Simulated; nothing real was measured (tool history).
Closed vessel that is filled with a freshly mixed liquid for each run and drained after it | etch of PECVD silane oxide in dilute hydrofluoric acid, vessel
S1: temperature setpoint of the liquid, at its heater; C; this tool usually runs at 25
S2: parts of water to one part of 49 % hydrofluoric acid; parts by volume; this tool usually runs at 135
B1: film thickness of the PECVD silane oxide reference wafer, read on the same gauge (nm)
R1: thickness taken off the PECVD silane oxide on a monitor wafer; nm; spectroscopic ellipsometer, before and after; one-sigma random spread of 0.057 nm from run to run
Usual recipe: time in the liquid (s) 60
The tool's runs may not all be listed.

Run 1, hour 0: usual settings but S2 115 parts by volume; B1 59.98. Result: R1 9.79 nm.
Run 2, hour 28.9: usual settings but S2 115 parts by volume; B1 60.01. Result: R1 9.67 nm.
At hour 57.9: hydrofluoric acid flow meter replaced.
Run 3, hour 110: usual settings but S1 26.5 C, S2 175 parts by volume; B1 60.05. Result: R1 6.33 nm.
Run 4, hour 171.7: usual settings; B1 59.97. Result: R1 8.08 nm.
Run 5, hour 224.8: usual settings; B1 60.04. Result: R1 8.27 nm.
Run 6, hour 267: usual settings; B1 60. Result: R1 8.16 nm.
Run 7, hour 327.1: usual settings but S1 22 C; B1 60.01. Result: R1 7.32 nm.
Run 8, hour 371.8: usual settings but S1 22 C; B1 60.01. Result: R1 7.27 nm.
Run 9, hour 424.3: usual settings but S1 22 C; B1 59.97. Result: R1 7.24 nm.
Run 10, hour 471.2: usual settings but S1 26.5 C, time in the liquid (s) 45; B1 60. Result: R1 6.55 nm.
Run 11, hour 523.2: usual settings; B1 60.01. Result: R1 8.34 nm.
Run 12, hour 587.8: usual settings; B1 60.01. Result: R1 8.31 nm.
Run 13, hour 626.8: usual settings; B1 60.01. Result: R1 8.37 nm.
Run 14, hour 695.2: usual settings; B1 59.97. Result: R1 8.35 nm.
Run 15, hour 763.7: usual settings but S2 160 parts by volume, time in the liquid (s) 30; B1 59.98. Result: R1 3.44 nm.
Run 16, hour 831.3: usual settings but S1 20.5 C, S2 155 parts by volume, time in the liquid (s) 35; B1 60. Result: R1 3.57 nm.
At hour 854.5: thermometer replaced.
At hour 857.1: gauge calibrated.
Run 17, hour 882.5: usual settings but S2 110 parts by volume, time in the liquid (s) 35; B1 60.04. Result: R1 5.77 nm.
At hour 943.7: hydrofluoric acid flow meter replaced.
Run 18, hour 947.3: usual settings but S1 23 C, S2 175 parts by volume, time in the liquid (s) 75; B1 60.02. Result: R1 6.76 nm.
Run 19, hour 1007.2: usual settings but S1 23 C, S2 110 parts by volume, time in the liquid (s) 85; B1 59.99. Result: R1 13.21 nm.
Run 20, hour 1042.2: usual settings but S2 115 parts by volume, time in the liquid (s) 80; B1 59.96. Result: R1 12.6 nm.
Run 21, hour 1068.2: usual settings but time in the liquid (s) 40; B1 60.03. Result: R1 5.3 nm.
Run 22, hour 1131.3: usual settings but S1 29 C, S2 95 parts by volume, time in the liquid (s) 75; B1 60.04. Result: R1 17.56 nm.
Run 23, hour 1190.3: usual settings; B1 60.02. Result: R1 7.94 nm.
Run 24, hour 1219.9: usual settings; B1 60. Result: R1 8.06 nm.
Run 25, hour 1259.7: usual settings but S1 28.5 C, S2 85 parts by volume, time in the liquid (s) 50; B1 59.97. Result: R1 12.87 nm.
Run 26, hour 1291.2: usual settings but S1 23 C, S2 70 parts by volume, time in the liquid (s) 45; B1 60.04. Result: R1 11.62 nm.
Run 27, hour 1332.4: usual settings but time in the liquid (s) 75; B1 59.99. Result: R1 9.98 nm.
Run 28, hour 1500.8: usual settings but S1 28.5 C; B1 59.96. Result: R1 9.2 nm.
Run 29, hour 1659.8: usual settings; B1 59.99. Result: R1 8.06 nm.
Run 30, hour 1719.7: usual settings but S2 165 parts by volume; B1 60.02. Result: R1 6.52 nm.
Run 31, hour 1754.3: usual settings but S2 170 parts by volume; B1 60.01. Result: R1 6.25 nm.
At hour 1769: hydrofluoric acid flow meter replaced.
Run 32, hour 1820.3: usual settings but S1 21 C; B1 59.99. Result: R1 7.03 nm.
Run 33, hour 1869.5: usual settings; B1 60.05. Result: R1 8.2 nm.

Forecast each of these 4 alternatives for the next run:
Run A, hour 1870.2: usual settings; B1 ?. Result: R1 ?.
Run B, hour 1870.2: usual settings but S1 21 C, S2 110 parts by volume, time in the liquid (s) 85; B1 ?. Result: R1 ?.
Run C, hour 1870.2: usual settings but S1 20.5 C, time in the liquid (s) 90; B1 ?. Result: R1 ?.
Run D, hour 1870.2: usual settings but S1 28 C; B1 ?. Result: R1 ?.

run     B1     R1
  A  60.02    8.1
  B  60.02  12.42
  C  60.02  10.21
  D  60.02   9.06
Had the tool no hidden state, the same runs would have come out as:
run     R1
  A   7.74
  B  11.83
  C   9.73
  D   8.66

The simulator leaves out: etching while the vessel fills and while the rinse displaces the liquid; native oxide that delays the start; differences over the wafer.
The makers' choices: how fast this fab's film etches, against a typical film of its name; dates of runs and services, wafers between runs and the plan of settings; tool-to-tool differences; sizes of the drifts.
